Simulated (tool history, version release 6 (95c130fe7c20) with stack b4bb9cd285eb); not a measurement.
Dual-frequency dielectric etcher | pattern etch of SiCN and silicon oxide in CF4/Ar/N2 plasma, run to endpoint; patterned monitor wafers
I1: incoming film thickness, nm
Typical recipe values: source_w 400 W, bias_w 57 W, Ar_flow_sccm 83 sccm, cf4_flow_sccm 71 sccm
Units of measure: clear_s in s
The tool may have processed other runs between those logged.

Run 1, hour 0: usual settings; I1 15.42. Result: clear_s 21.1 s.
Run 2, hour 12.8: usual settings; I1 15.2. Result: clear_s 20.7 s.
Run 3, hour 18.9: usual settings; I1 15.43. Result: clear_s 20.8 s.
At hour 36.4: bias power generator calibrated.
Run 4, hour 36.9: usual settings; I1 15.44. Result: clear_s 20.9 s.
At hour 41.7: source power generator calibrated.
At hour 49.1: CF4 flow controller replaced.
Run 5, hour 49.6: usual settings; I1 15.4. Result: clear_s 20.9 s.
Run 6, hour 57.1: usual settings; I1 15.34. Result: clear_s 20.7 s.
Run 7, hour 64.8: usual settings but source_w 430 W, bias_w 45 W, Ar_flow_sccm 97 sccm, cf4_flow_sccm 60 sccm; I1 15.32. Result: clear_s 22.6 s.
Run 8, hour 76.5: usual settings but Ar_flow_sccm 68 sccm; I1 15.26. Result: clear_s 19.7 s.
Run 9, hour 86: usual settings but source_w 440 W, bias_w 70 W, Ar_flow_sccm 76 sccm; I1 15.3. Result: clear_s 17.1 s.
At hour 118.3: upper electrode replaced.
Run 10, hour 118.8: usual settings but bias_w 61 W; I1 15.59. Result: clear_s 20.5 s.
Run 11, hour 119.1: usual settings but bias_w 51 W; I1 15.48. Result: clear_s 21.7 s.
Run 12, hour 121.4: usual settings but bias_w 68 W, Ar_flow_sccm 97 sccm; I1 15.37. Result: clear_s 20.2 s.
At hour 141.6: Ar flow controller replaced.
At hour 146.9: wet clean of the chamber.
Run 13, hour 147.4: usual settings but source_w 330 W, bias_w 68 W, Ar_flow_sccm 66 sccm; I1 15.51. Result: clear_s 22.7 s.
Run 14, hour 147.7: usual settings but source_w 470 W, bias_w 49 W; I1 15.45. Result: clear_s 19.7 s.
Run 15, hour 159.1: usual settings but source_w 310 W, Ar_flow_sccm 75 sccm; I1 15.43. Result: clear_s 26.3 s.
Run 16, hour 171.8: usual settings but cf4_flow_sccm 82 sccm; I1 15.33. Result: clear_s 20.9 s.
Run 17, hour 184.8: usual settings but source_w 450 W, bias_w 67 W, Ar_flow_sccm 68 sccm, cf4_flow_sccm 59 sccm; I1 15.4. Result: clear_s 17.6 s.
Run 18, hour 193.1: usual settings but source_w 320 W; I1 15.42. Result: clear_s 26.2 s.
Run 19, hour 204.5: usual settings but source_w 450 W, Ar_flow_sccm 75 sccm, cf4_flow_sccm 60 sccm; I1 15.41. Result: clear_s 19.2 s.
Run 20, hour 217: usual settings; I1 15.45. Result: clear_s 21.4 s.
Run 21, hour 229.7: usual settings but Ar_flow_sccm 104 sccm, cf4_flow_sccm 60 sccm; I1 15.51. Result: clear_s 23.3 s.
Run 22, hour 242.1: usual settings but bias_w 67 W, Ar_flow_sccm 99 sccm; I1 15.35. Result: clear_s 20.8 s.
Run 23, hour 249.9: usual settings but source_w 430 W, cf4_flow_sccm 58 sccm; I1 15.51. Result: clear_s 21 s.
Run 24, hour 264.5: usual settings; I1 15.34. Result: clear_s 21.1 s.

Alternative continuations, all from the tool just after run 24; predict every row:
Run A, hour 264.9: usual settings; I1 15.49. Result: clear_s ?.
Run B, hour 264.9: usual settings but Ar_flow_sccm 101 sccm, cf4_flow_sccm 66 sccm; I1 15.49. Result: clear_s ?.
Run C, hour 264.9: usual settings but source_w 470 W, bias_w 51 W, Ar_flow_sccm 69 sccm, cf4_flow_sccm 78 sccm; I1 15.49. Result: clear_s ?.
Run D, hour 264.9: usual settings but source_w 300 W, bias_w 50 W, Ar_flow_sccm 90 sccm, cf4_flow_sccm 82 sccm; I1 15.49. Result: clear_s ?.

run  clear_s
  A     21.3
  B     22.6
  C     18.2
  D     29.2
With the hidden condition removed and each run's random variation left untouched, the same runs would have given:
run  clear_s
  A     21.6
  B     22.9
  C     18.4
  D     29.6
